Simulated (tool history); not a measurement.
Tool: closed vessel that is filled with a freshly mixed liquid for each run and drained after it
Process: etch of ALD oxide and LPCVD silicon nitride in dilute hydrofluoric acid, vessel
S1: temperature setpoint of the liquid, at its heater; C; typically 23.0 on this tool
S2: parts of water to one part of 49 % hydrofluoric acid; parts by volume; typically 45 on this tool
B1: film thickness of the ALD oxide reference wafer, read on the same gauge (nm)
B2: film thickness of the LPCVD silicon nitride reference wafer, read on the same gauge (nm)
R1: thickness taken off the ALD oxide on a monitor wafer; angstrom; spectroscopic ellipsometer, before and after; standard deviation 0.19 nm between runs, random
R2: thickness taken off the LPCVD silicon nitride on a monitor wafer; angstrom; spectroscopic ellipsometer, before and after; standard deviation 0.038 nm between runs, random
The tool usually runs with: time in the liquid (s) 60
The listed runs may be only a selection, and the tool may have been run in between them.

{"run": 1, "hour": 0.0, "S1": 23.0, "S2": 45, "time in the liquid (s)": 60, "B1": 40.97, "B2": 92.169, "R1": 249.9, "R2": 6.19}
{"hour": 24.6, "done": "gauge calibrated"}
{"run": 2, "hour": 28.6, "S1": 23.0, "S2": 45, "time in the liquid (s)": 60, "B1": 40.24, "B2": 90.412, "R1": 244.1, "R2": 6.24}
{"run": 3, "hour": 50.0, "S1": 23.0, "S2": 45, "time in the liquid (s)": 60, "B1": 40.23, "B2": 90.431, "R1": 243.4, "R2": 6.27}
{"run": 4, "hour": 75.5, "S1": 23.0, "S2": 50, "time in the liquid (s)": 60, "B1": 40.21, "B2": 90.477, "R1": 216.7, "R2": 6.11}
{"run": 5, "hour": 151.8, "S1": 23.0, "S2": 50, "time in the liquid (s)": 60, "B1": 40.15, "B2": 90.491, "R1": 220.1, "R2": 5.24}
{"run": 6, "hour": 170.8, "S1": 23.0, "S2": 45, "time in the liquid (s)": 60, "B1": 40.26, "B2": 90.515, "R1": 243.2, "R2": 6.5}
{"run": 7, "hour": 184.4, "S1": 23.0, "S2": 45, "time in the liquid (s)": 60, "B1": 40.27, "B2": 90.534, "R1": 239.5, "R2": 6.29}
{"run": 8, "hour": 213.9, "S1": 26.5, "S2": 40, "time in the liquid (s)": 40, "B1": 40.28, "B2": 90.561, "R1": 212.5, "R2": 6.65}
{"hour": 229.4, "done": "hydrofluoric acid flow meter replaced"}
{"run": 9, "hour": 229.9, "S1": 25.0, "S2": 45, "time in the liquid (s)": 30, "B1": 40.27, "B2": 90.647, "R1": 132.3, "R2": 3.72}
{"run": 10, "hour": 242.9, "S1": 27.0, "S2": 55, "time in the liquid (s)": 60, "B1": 40.33, "B2": 90.625, "R1": 231.2, "R2": 6.73}
{"run": 11, "hour": 267.8, "S1": 28.0, "S2": 45, "time in the liquid (s)": 35, "B1": 40.32, "B2": 90.706, "R1": 174.6, "R2": 5.27}
{"run": 12, "hour": 302.5, "S1": 23.0, "S2": 45, "time in the liquid (s)": 60, "B1": 40.34, "B2": 90.768, "R1": 245.0, "R2": 5.91}
{"hour": 310.9, "done": "thermometer replaced"}
{"run": 13, "hour": 329.5, "S1": 25.0, "S2": 65, "time in the liquid (s)": 45, "B1": 40.44, "B2": 90.878, "R1": 134.5, "R2": 4.05}
{"run": 14, "hour": 363.1, "S1": 21.5, "S2": 30, "time in the liquid (s)": 30, "B1": 40.45, "B2": 90.983, "R1": 173.1, "R2": 4.11}
{"run": 15, "hour": 381.1, "S1": 18.5, "S2": 60, "time in the liquid (s)": 75, "B1": 40.49, "B2": 91.051, "R1": 187.0, "R2": 4.23}
{"run": 16, "hour": 481.8, "S1": 24.5, "S2": 60, "time in the liquid (s)": 60, "B1": 40.64, "B2": 91.499, "R1": 192.7, "R2": 5.72}
{"run": 17, "hour": 516.3, "S1": 20.5, "S2": 60, "time in the liquid (s)": 45, "B1": 40.7, "B2": 91.686, "R1": 121.7, "R2": 2.96}
{"run": 18, "hour": 543.9, "S1": 23.0, "S2": 40, "time in the liquid (s)": 90, "B1": 40.84, "B2": 91.788, "R1": 411.2, "R2": 11.19}
{"run": 19, "hour": 557.0, "S1": 23.0, "S2": 35, "time in the liquid (s)": 35, "B1": 40.79, "B2": 91.833, "R1": 190.5, "R2": 4.74}
{"run": 20, "hour": 580.6, "S1": 19.5, "S2": 30, "time in the liquid (s)": 60, "B1": 40.93, "B2": 91.94, "R1": 326.8, "R2": 8.61}
{"run": 21, "hour": 613.5, "S1": 23.0, "S2": 30, "time in the liquid (s)": 60, "B1": 40.93, "B2": 92.213, "R1": 380.9, "R2": 8.81}
{"run": 22, "hour": 649.2, "S1": 23.0, "S2": 45, "time in the liquid (s)": 60, "B1": 41.04, "B2": 92.407, "R1": 248.4, "R2": 6.97}
{"run": 23, "hour": 674.5, "S1": 23.0, "S2": 45, "time in the liquid (s)": 60, "B1": 41.14, "B2": 92.593, "R1": 248.6, "R2": 7.2}
{"hour": 690.8, "done": "gauge calibrated"}
{"run": 24, "hour": 698.5, "S1": 19.0, "S2": 45, "time in the liquid (s)": 75, "B1": 39.88, "B2": 89.825, "R1": 258.6, "R2": 6.18}
{"run": 25, "hour": 713.8, "S1": 21.5, "S2": 55, "time in the liquid (s)": 80, "B1": 39.93, "B2": 89.822, "R1": 244.6, "R2": 6.54}
{"run": 26, "hour": 726.5, "S1": 23.0, "S2": 45, "time in the liquid (s)": 70, "B1": 39.95, "B2": 89.83, "R1": 280.1, "R2": 7.48}
{"run": 27, "hour": 759.0, "S1": 19.0, "S2": 45, "time in the liquid (s)": 75, "B1": 39.91, "B2": 89.864, "R1": 256.7, "R2": 6.22}

Below, some changes in R1 between adjacent runs. For each, the amount present without the hidden state too (settings, incoming material, random variation) and the amount remaining for the hidden state with gauge scatter not shared by both compared results:
The hidden state here: liquid hotter than its thermometer reads (K); hydrofluoric acid flow above the setpoint (%); gauge reads high (%).
Run 17 -> 18: S1 20.5 -> 23.0, S2 60 -> 40, time in the liquid (s) 45 -> 90. R1 +289.5 angstrom: hidden state +5.9, all else +283.6.
Run 18 -> 19: S2 40 -> 35, time in the liquid (s) 90 -> 35. R1 -220.7 angstrom: hidden state -4.2, all else -216.5.
Run 23 -> 24: S1 23.0 -> 19.0, time in the liquid (s) 60 -> 75, gauge calibrated. R1 +10.0 angstrom: hidden state -7.3, all else +17.3.
